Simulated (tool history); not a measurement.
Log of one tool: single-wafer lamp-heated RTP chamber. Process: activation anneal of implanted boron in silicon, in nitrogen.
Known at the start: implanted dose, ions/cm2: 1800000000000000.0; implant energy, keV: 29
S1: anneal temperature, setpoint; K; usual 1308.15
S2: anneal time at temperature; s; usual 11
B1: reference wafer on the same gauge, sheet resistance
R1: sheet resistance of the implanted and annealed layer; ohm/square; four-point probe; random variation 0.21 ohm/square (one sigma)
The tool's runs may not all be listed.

run 1 day=0.000 | S1=1308.15 S2=16 | B1=77.81 | R1=65.80
-- day=1.379 pyrometer window cleaned and pyrometer calibrated
run 2 day=1.392 | S1=1308.15 S2=16 | B1=77.84 | R1=65.68
run 3 day=3.296 | S1=1308.15 S2=16 | B1=77.83 | R1=65.51
run 4 day=4.308 | S1=1308.15 S2=11 | B1=77.74 | R1=66.08
run 5 day=5.971 | S1=1308.15 S2=11 | B1=77.83 | R1=66.07
run 6 day=8.196 | S1=1308.15 S2=11 | B1=77.86 | R1=66.15
-- day=8.854 reflector plate cleaned
run 7 day=10.738 | S1=1308.15 S2=11 | B1=77.89 | R1=66.53
-- day=11.783 gauge calibrated
-- day=12.575 pyrometer window cleaned and pyrometer calibrated
run 8 day=13.425 | S1=1294.15 S2=14 | B1=77.82 | R1=68.02
run 9 day=16.208 | S1=1325.15 S2=6 | B1=77.79 | R1=65.32
run 10 day=18.533 | S1=1325.15 S2=14 | B1=77.91 | R1=64.28
-- day=21.308 reflector plate cleaned
run 11 day=21.517 | S1=1333.15 S2=17 | B1=77.86 | R1=63.28
-- day=23.242 pyrometer window cleaned and pyrometer calibrated
run 12 day=24.217 | S1=1289.15 S2=4 | B1=77.83 | R1=71.96
run 13 day=26.538 | S1=1317.15 S2=11 | B1=77.66 | R1=65.42
run 14 day=29.188 | S1=1308.15 S2=11 | B1=77.66 | R1=65.86
run 15 day=31.325 | S1=1296.15 S2=11 | B1=77.79 | R1=67.46

Forecast each of these 3 alternatives for the next run:
run A day=31.342 | S1=1323.15 S2=11 | B1=? | R1=?
run B day=31.342 | S1=1282.15 S2=15 | B1=? | R1=?
run C day=31.342 | S1=1322.15 S2=5 | B1=? | R1=?

run=A B1=77.78 R1=64.55
run=B B1=77.78 R1=69.12
run=C B1=77.78 R1=65.92
Without the tool's hidden state the same runs would have given:
run=A R1=65.00
run=B R1=70.20
run=C R1=66.47

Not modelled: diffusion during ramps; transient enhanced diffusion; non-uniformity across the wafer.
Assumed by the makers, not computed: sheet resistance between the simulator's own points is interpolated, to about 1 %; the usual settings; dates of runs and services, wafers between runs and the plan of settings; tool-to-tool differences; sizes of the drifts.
